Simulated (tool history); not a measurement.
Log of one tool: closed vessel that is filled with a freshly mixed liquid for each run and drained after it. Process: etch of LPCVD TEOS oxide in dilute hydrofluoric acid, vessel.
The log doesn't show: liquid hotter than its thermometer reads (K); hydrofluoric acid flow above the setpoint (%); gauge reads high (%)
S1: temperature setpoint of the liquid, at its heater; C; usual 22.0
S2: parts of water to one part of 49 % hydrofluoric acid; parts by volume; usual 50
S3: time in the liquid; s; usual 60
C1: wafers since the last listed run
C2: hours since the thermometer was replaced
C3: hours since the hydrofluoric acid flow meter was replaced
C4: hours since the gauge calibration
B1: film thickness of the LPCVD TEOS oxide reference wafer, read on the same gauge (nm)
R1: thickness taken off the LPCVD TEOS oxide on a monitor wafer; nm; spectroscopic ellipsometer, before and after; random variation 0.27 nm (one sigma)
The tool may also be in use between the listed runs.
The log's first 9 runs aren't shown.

run   hour    S1  S2  S3    C1      C2      C3     C4     B1      R1
 10  165.8  22.0  50  60   824   936.4  1563.3   77.0  80.00   43.23
 11  177.5  22.0  50  60   892   948.1  1575.0   88.7  80.00   43.19
 12  187.0  22.0  50  60   724   957.6  1584.5   98.2  80.01   42.87
 13  197.8  22.0  50  60   824   968.4  1595.3  109.0  80.00   43.35
 14  212.8  24.0  35  50  1144   983.4  1610.3  124.0  80.02   56.62
 15  224.5  27.0  70  60   892   995.1  1622.0  135.7  79.97   36.60
 16  241.3  22.0  75  85  1281  1011.9  1638.8  152.5  79.99   39.56
 17  257.4  20.5  50  45  1228  1028.0  1654.9  168.6  80.00   30.50
     274.4  -- hydrofluoric acid flow meter replaced
 18  274.9  25.0  30  75  1259  1045.5     0.5  186.1  80.00  106.47
     311.5  -- thermometer replaced
 19  319.3  25.5  40  40  3311     7.8    44.9  230.5  80.00   38.32
 20  352.8  20.5  40  45  2556    41.3    78.4  264.0  79.97   34.91
 21  364.7  22.0  50  60   908    53.2    90.3  275.9  80.00   38.64
 22  379.0  22.0  50  35  1091    67.5   104.6  290.2  80.00   22.69
 23  387.6  22.0  50  60   656    76.1   113.2  298.8  80.00   39.57
 24  405.5  25.5  75  50  1365    94.0   131.1  316.7  80.03   24.74
 25  420.7  22.0  50  50  1159   109.2   146.3  331.9  79.99   32.56
 26  429.8  22.0  75  75   694   118.3   155.4  341.0  79.98   32.00
 27  439.4  22.0  50  60   732   127.9   165.0  350.6  79.99   39.06
 28  452.9  22.0  50  60  1030   141.4   178.5  364.1  79.98   40.00
 29  460.3  22.0  65  30   564   148.8   185.9  371.5  80.00   14.92
 30  469.6  24.5  60  50   709   158.1   195.2  380.8  80.01   30.02
 31  478.3  22.0  55  50   663   166.8   203.9  389.5  80.00   29.58
 32  492.7  22.0  50  90  1098   181.2   218.3  403.9  79.99   59.45

Forecast each of these 5 alternatives for the next run:
  A  493.4  22.0  70  60  53  181.9  219.0  404.6   ?   ?
  B  493.4  17.0  50  60  53  181.9  219.0  404.6   ?   ?
  C  493.4  20.0  30  95  53  181.9  219.0  404.6   ?   ?
  D  493.4  22.0  25  60  53  181.9  219.0  404.6   ?   ?
  E  493.4  17.0  60  75  53  181.9  219.0  404.6   ?   ?

run     B1     R1
  A  80.00  27.90
  B  80.00  32.39
  C  80.00  99.60
  D  80.00  82.73
  E  80.00  33.36
Without the tool's hidden state the same runs would have given:
run     R1
  A  27.27
  B  31.63
  C  97.27
  D  80.82
  E  32.58

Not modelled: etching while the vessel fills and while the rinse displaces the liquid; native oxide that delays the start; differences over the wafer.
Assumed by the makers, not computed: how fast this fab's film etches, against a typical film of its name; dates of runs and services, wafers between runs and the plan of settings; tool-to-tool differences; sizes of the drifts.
